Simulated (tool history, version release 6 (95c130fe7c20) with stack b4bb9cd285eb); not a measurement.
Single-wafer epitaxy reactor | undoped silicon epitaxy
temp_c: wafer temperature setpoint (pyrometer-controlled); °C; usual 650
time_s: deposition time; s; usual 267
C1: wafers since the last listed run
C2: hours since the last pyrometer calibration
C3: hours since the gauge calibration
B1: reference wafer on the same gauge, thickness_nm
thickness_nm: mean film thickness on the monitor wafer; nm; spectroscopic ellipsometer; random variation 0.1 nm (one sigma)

run 1 hour=0 | temp_c=650 time_s=286 | C1=0 C2=1900.9 C3=178.1 | B1=45.446 | thickness_nm=42.894
run 2 hour=71 | temp_c=650 time_s=307 | C1=307 C2=1971.9 C3=249.1 | B1=45.382 | thickness_nm=45.973
run 3 hour=97.3 | temp_c=650 time_s=307 | C1=114 C2=1998.2 C3=275.4 | B1=45.387 | thickness_nm=46.015
run 4 hour=126.1 | temp_c=650 time_s=307 | C1=124 C2=2027 C3=304.2 | B1=45.347 | thickness_nm=45.902
run 5 hour=161.5 | temp_c=643 time_s=267 | C1=153 C2=2062.4 C3=339.6 | B1=45.298 | thickness_nm=33.599
run 6 hour=231.2 | temp_c=650 time_s=267 | C1=302 C2=2132.1 C3=409.3 | B1=45.31 | thickness_nm=39.876
run 7 hour=264.6 | temp_c=650 time_s=267 | C1=144 C2=2165.5 C3=442.7 | B1=45.304 | thickness_nm=39.794
run 8 hour=301.6 | temp_c=650 time_s=267 | C1=160 C2=2202.5 C3=479.7 | B1=45.24 | thickness_nm=39.738
run 9 hour=364.6 | temp_c=662 time_s=303 | C1=273 C2=2265.5 C3=542.7 | B1=45.241 | thickness_nm=59.771
run 10 hour=428.4 | temp_c=640 time_s=281 | C1=276 C2=2329.3 C3=606.5 | B1=45.221 | thickness_nm=32.758
run 11 hour=488.3 | temp_c=655 time_s=311 | C1=259 C2=2389.2 C3=666.4 | B1=45.213 | thickness_nm=52.179
-- hour=511.4 gauge calibrated
-- hour=528.2 pyrometer calibrated
run 12 hour=539.9 | temp_c=642 time_s=306 | C1=188 C2=11.7 C3=28.5 | B1=45.831 | thickness_nm=38.16
run 13 hour=606.7 | temp_c=663 time_s=290 | C1=289 C2=78.5 C3=95.3 | B1=45.701 | thickness_nm=59.389
run 14 hour=654.2 | temp_c=659 time_s=285 | C1=205 C2=126 C3=142.8 | B1=45.597 | thickness_nm=53.275
run 15 hour=691 | temp_c=650 time_s=267 | C1=159 C2=162.8 C3=179.6 | B1=45.541 | thickness_nm=40.151

Some steps in thickness_nm between neighbouring runs. How much of each would the tool show without its hidden state too (settings, what came in, random variation), and how much is left for the hidden state, with any gauge scatter that isn't in both results?
The hidden state here: wafer temperature above the value expected at the setpoint (K); gauge reads high (%).
Run 9 -> 10: temp_c 662 -> 640, time_s 303 -> 281. thickness_nm -27.013 nm: hidden state +0.32, all else -27.333.
Run 11 -> 12: temp_c 655 -> 642, time_s 311 -> 306, gauge calibrated, pyrometer calibrated. thickness_nm -14.019 nm: hidden state +0.658, all else -14.677.

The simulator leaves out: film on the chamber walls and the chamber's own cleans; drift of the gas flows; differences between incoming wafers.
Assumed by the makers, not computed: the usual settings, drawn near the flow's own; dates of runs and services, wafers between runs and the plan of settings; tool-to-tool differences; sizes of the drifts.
